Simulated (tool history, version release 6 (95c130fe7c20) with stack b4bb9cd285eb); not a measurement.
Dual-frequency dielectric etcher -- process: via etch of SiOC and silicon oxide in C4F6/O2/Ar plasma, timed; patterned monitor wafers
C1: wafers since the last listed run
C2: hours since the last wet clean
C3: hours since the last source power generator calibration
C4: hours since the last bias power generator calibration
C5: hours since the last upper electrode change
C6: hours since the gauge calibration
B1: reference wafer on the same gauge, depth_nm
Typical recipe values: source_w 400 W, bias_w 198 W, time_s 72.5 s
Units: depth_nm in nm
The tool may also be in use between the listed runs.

{"run": 1, "hour": 0.0, "source_w": 400, "bias_w": 198, "time_s": 72.5, "C1": 0, "C2": 128.1, "C3": 5189, "C4": 2207.4, "C5": 4516.8, "C6": 263.2, "B1": 84.1, "depth_nm": 77.7}
{"run": 2, "hour": 24.4, "source_w": 400, "bias_w": 198, "time_s": 72.5, "C1": 332, "C2": 152.5, "C3": 5213.4, "C4": 2231.8, "C5": 4541.2, "C6": 287.6, "B1": 84.3, "depth_nm": 76.8}
{"run": 3, "hour": 37.8, "source_w": 400, "bias_w": 198, "time_s": 72.5, "C1": 182, "C2": 165.9, "C3": 5226.8, "C4": 2245.2, "C5": 4554.6, "C6": 301, "B1": 84.3, "depth_nm": 78.4}
{"run": 4, "hour": 62.3, "source_w": 400, "bias_w": 220, "time_s": 60.5, "C1": 333, "C2": 190.4, "C3": 5251.3, "C4": 2269.7, "C5": 4579.1, "C6": 325.5, "B1": 84.2, "depth_nm": 65.9}
{"run": 5, "hour": 75.0, "source_w": 400, "bias_w": 220, "time_s": 60.5, "C1": 172, "C2": 203.1, "C3": 5264, "C4": 2282.4, "C5": 4591.8, "C6": 338.2, "B1": 84.2, "depth_nm": 66}
{"hour": 105.7, "done": "gauge calibrated"}
{"run": 6, "hour": 105.7, "source_w": 400, "bias_w": 198, "time_s": 83, "C1": 418, "C2": 233.8, "C3": 5294.7, "C4": 2313.1, "C5": 4622.5, "C6": 0, "B1": 84.2, "depth_nm": 89.2}
{"run": 7, "hour": 125.9, "source_w": 400, "bias_w": 198, "time_s": 83, "C1": 275, "C2": 254, "C3": 5314.9, "C4": 2333.3, "C5": 4642.7, "C6": 20.2, "B1": 84.2, "depth_nm": 89.9}
{"run": 8, "hour": 156.0, "source_w": 400, "bias_w": 198, "time_s": 72.5, "C1": 409, "C2": 284.1, "C3": 5345, "C4": 2363.4, "C5": 4672.8, "C6": 50.3, "B1": 84.3, "depth_nm": 78.4}
{"run": 9, "hour": 176.2, "source_w": 400, "bias_w": 179, "time_s": 72.5, "C1": 275, "C2": 304.3, "C3": 5365.2, "C4": 2383.6, "C5": 4693, "C6": 70.5, "B1": 84.1, "depth_nm": 76.4}
{"run": 10, "hour": 194.2, "source_w": 400, "bias_w": 179, "time_s": 72.5, "C1": 245, "C2": 322.3, "C3": 5383.2, "C4": 2401.6, "C5": 4711, "C6": 88.5, "B1": 84.3, "depth_nm": 76.8}
{"hour": 218.4, "done": "source power generator calibrated"}
{"run": 11, "hour": 229.9, "source_w": 400, "bias_w": 198, "time_s": 61, "C1": 431, "C2": 358, "C3": 11.5, "C4": 2437.3, "C5": 4746.7, "C6": 124.2, "B1": 84.3, "depth_nm": 66.1}
{"run": 12, "hour": 253.1, "source_w": 400, "bias_w": 198, "time_s": 61, "C1": 315, "C2": 381.2, "C3": 34.7, "C4": 2460.5, "C5": 4769.9, "C6": 147.4, "B1": 84.3, "depth_nm": 65.6}
{"run": 13, "hour": 289.0, "source_w": 400, "bias_w": 198, "time_s": 72.5, "C1": 488, "C2": 417.1, "C3": 70.6, "C4": 2496.4, "C5": 4805.8, "C6": 183.3, "B1": 84.1, "depth_nm": 78.4}
{"hour": 318.9, "done": "upper electrode replaced"}
{"run": 14, "hour": 319.4, "source_w": 400, "bias_w": 198, "time_s": 51.5, "C1": 87, "C2": 447.5, "C3": 101, "C4": 2526.8, "C5": 0.5, "C6": 213.7, "B1": 84.2, "depth_nm": 55.6}
{"run": 15, "hour": 341.3, "source_w": 400, "bias_w": 198, "time_s": 72.5, "C1": 298, "C2": 469.4, "C3": 122.9, "C4": 2548.7, "C5": 22.4, "C6": 235.6, "B1": 84.3, "depth_nm": 78.7}
{"run": 16, "hour": 357.3, "source_w": 430, "bias_w": 166, "time_s": 72.5, "C1": 217, "C2": 485.4, "C3": 138.9, "C4": 2564.7, "C5": 38.4, "C6": 251.6, "B1": 84.2, "depth_nm": 77.6}
{"run": 17, "hour": 378.6, "source_w": 400, "bias_w": 221, "time_s": 72.5, "C1": 290, "C2": 506.7, "C3": 160.2, "C4": 2586, "C5": 59.7, "C6": 272.9, "B1": 84.3, "depth_nm": 80.6}
{"hour": 474.9, "done": "wet clean of the chamber"}
{"run": 18, "hour": 478.4, "source_w": 470, "bias_w": 223, "time_s": 52.5, "C1": 1032, "C2": 3.5, "C3": 260, "C4": 2685.8, "C5": 159.5, "C6": 372.7, "B1": 84.2, "depth_nm": 59.6}
{"hour": 505.7, "done": "gauge calibrated"}
{"hour": 506.2, "done": "bias power generator calibrated"}
{"run": 19, "hour": 517.6, "source_w": 400, "bias_w": 198, "time_s": 89.5, "C1": 479, "C2": 42.7, "C3": 299.2, "C4": 11.4, "C5": 198.7, "C6": 11.9, "B1": 83.9, "depth_nm": 96}
{"run": 20, "hour": 553.5, "source_w": 500, "bias_w": 232, "time_s": 63.5, "C1": 488, "C2": 78.6, "C3": 335.1, "C4": 47.3, "C5": 234.6, "C6": 47.8, "B1": 84.2, "depth_nm": 73.6}
{"run": 21, "hour": 587.5, "source_w": 400, "bias_w": 198, "time_s": 72.5, "C1": 463, "C2": 112.6, "C3": 369.1, "C4": 81.3, "C5": 268.6, "C6": 81.8, "B1": 84.2, "depth_nm": 77.1}
{"run": 22, "hour": 606.9, "source_w": 480, "bias_w": 198, "time_s": 54, "C1": 264, "C2": 132, "C3": 388.5, "C4": 100.7, "C5": 288, "C6": 101.2, "B1": 84.2, "depth_nm": 60}
{"run": 23, "hour": 631.9, "source_w": 400, "bias_w": 198, "time_s": 72.5, "C1": 340, "C2": 157, "C3": 413.5, "C4": 125.7, "C5": 313, "C6": 126.2, "B1": 84.4, "depth_nm": 78.3}
{"run": 24, "hour": 656.4, "source_w": 430, "bias_w": 211, "time_s": 89, "C1": 333, "C2": 181.5, "C3": 438, "C4": 150.2, "C5": 337.5, "C6": 150.7, "B1": 84.3, "depth_nm": 97.8}
{"run": 25, "hour": 676.2, "source_w": 460, "bias_w": 244, "time_s": 92, "C1": 269, "C2": 201.3, "C3": 457.8, "C4": 170, "C5": 357.3, "C6": 170.5, "B1": 84.1, "depth_nm": 104.9}

Below, some changes in depth_nm between adjacent runs. For each, the amount present without the hidden state too (settings, incoming material, random variation) and the amount remaining for the hidden state with gauge scatter not shared by both compared results:
Hidden state present: etch rate over this chamber's usual, %; source power that arrives over what is set, %; bias power that arrives over what is set, %; gauge reads high (%).
Run 5 -> 6: bias_w 220 -> 198, time_s 60.5 -> 83, gauge calibrated. depth_nm +23.2 nm: hidden state +0.4, all else +22.8.
Run 14 -> 15: time_s 51.5 -> 72.5. depth_nm +23.1 nm: hidden state +0.5, all else +22.6.
Run 17 -> 18: source_w 400 -> 470, bias_w 221 -> 223, time_s 72.5 -> 52.5, wet clean of the chamber. depth_nm -21 nm: hidden state -1.8, all else -19.2.
Run 18 -> 19: source_w 470 -> 400, bias_w 223 -> 198, time_s 52.5 -> 89.5, gauge calibrated, bias power generator calibrated. depth_nm +36.4 nm: hidden state +0.2, all else +36.2.
